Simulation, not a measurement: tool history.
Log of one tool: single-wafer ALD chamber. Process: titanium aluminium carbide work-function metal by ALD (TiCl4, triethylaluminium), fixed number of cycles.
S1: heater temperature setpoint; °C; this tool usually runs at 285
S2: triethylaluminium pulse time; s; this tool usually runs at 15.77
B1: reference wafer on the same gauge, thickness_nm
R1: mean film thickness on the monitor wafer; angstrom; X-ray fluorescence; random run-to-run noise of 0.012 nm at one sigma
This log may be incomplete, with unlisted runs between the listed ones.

run 1 hour=0.0 | S1=285 S2=18.85 | B1=1.807 | R1=20.36
run 2 hour=68.3 | S1=285 S2=18.85 | B1=1.808 | R1=20.17
run 3 hour=99.8 | S1=285 S2=18.85 | B1=1.812 | R1=20.26
run 4 hour=165.9 | S1=285 S2=15.77 | B1=1.813 | R1=20.27
run 5 hour=228.1 | S1=285 S2=11.09 | B1=1.809 | R1=19.67
run 6 hour=255.2 | S1=285 S2=11.09 | B1=1.812 | R1=19.75
run 7 hour=307.1 | S1=285 S2=18.21 | B1=1.808 | R1=20.42
run 8 hour=346.1 | S1=285 S2=18.21 | B1=1.812 | R1=20.29
run 9 hour=401.5 | S1=278 S2=15.77 | B1=1.810 | R1=19.52
run 10 hour=463.5 | S1=285 S2=15.77 | B1=1.811 | R1=20.16
run 11 hour=509.3 | S1=285 S2=15.77 | B1=1.812 | R1=20.18
run 12 hour=553.2 | S1=277 S2=17.28 | B1=1.811 | R1=19.37
run 13 hour=668.8 | S1=277 S2=17.28 | B1=1.811 | R1=19.50
run 14 hour=699.3 | S1=277 S2=17.28 | B1=1.809 | R1=19.28
run 15 hour=727.9 | S1=285 S2=15.77 | B1=1.810 | R1=20.02
run 16 hour=761.1 | S1=285 S2=15.77 | B1=1.813 | R1=20.20
-- hour=772.9 showerhead replaced
run 17 hour=830.4 | S1=291 S2=17.69 | B1=1.812 | R1=20.72
run 18 hour=885.3 | S1=285 S2=15.77 | B1=1.812 | R1=20.18
-- hour=929.8 triethylaluminium bottle replaced
run 19 hour=943.9 | S1=295 S2=10.54 | B1=1.811 | R1=20.45
-- hour=959.0 thermocouple changed; heater temperature recalibrated
run 20 hour=984.9 | S1=285 S2=12.81 | B1=1.809 | R1=20.41
run 21 hour=1014.6 | S1=293 S2=15.77 | B1=1.809 | R1=21.55
-- hour=1069.7 gauge calibrated
run 22 hour=1083.5 | S1=285 S2=15.77 | B1=1.808 | R1=20.63
run 23 hour=1147.2 | S1=292 S2=9.76 | B1=1.807 | R1=19.93
run 24 hour=1356.9 | S1=270 S2=15.77 | B1=1.811 | R1=19.18
run 25 hour=1416.9 | S1=273 S2=11.35 | B1=1.814 | R1=18.79
run 26 hour=1466.9 | S1=285 S2=15.77 | B1=1.808 | R1=20.58
run 27 hour=1499.6 | S1=292 S2=15.77 | B1=1.809 | R1=20.78
run 28 hour=1540.4 | S1=273 S2=13.28 | B1=1.808 | R1=19.03
run 29 hour=1572.9 | S1=291 S2=17.69 | B1=1.810 | R1=20.70
run 30 hour=1640.0 | S1=298 S2=15.77 | B1=1.810 | R1=21.42
run 31 hour=1674.2 | S1=271 S2=15.77 | B1=1.809 | R1=18.91
run 32 hour=1733.3 | S1=271 S2=12.93 | B1=1.812 | R1=18.80

Consider 5 possible next runs. They are alternatives, not a sequence: every one starts from the tool as it was left by run 32. What does each give?
run A hour=1733.7 | S1=272 S2=15.77 | B1=? | R1=?
run B hour=1733.7 | S1=295 S2=18.56 | B1=? | R1=?
run C hour=1733.7 | S1=293 S2=14.03 | B1=? | R1=?
run D hour=1733.7 | S1=291 S2=11.02 | B1=? | R1=?
run E hour=1733.7 | S1=298 S2=21.75 | B1=? | R1=?

run=A B1=1.809 R1=18.88
run=B B1=1.809 R1=21.00
run=C B1=1.809 R1=20.65
run=D B1=1.809 R1=19.94
run=E B1=1.809 R1=21.29
Stripped of hidden state, with their random variation kept, the same runs would have yielded:
run=A R1=19.26
run=B R1=21.39
run=C R1=21.04
run=D R1=20.32
run=E R1=21.68
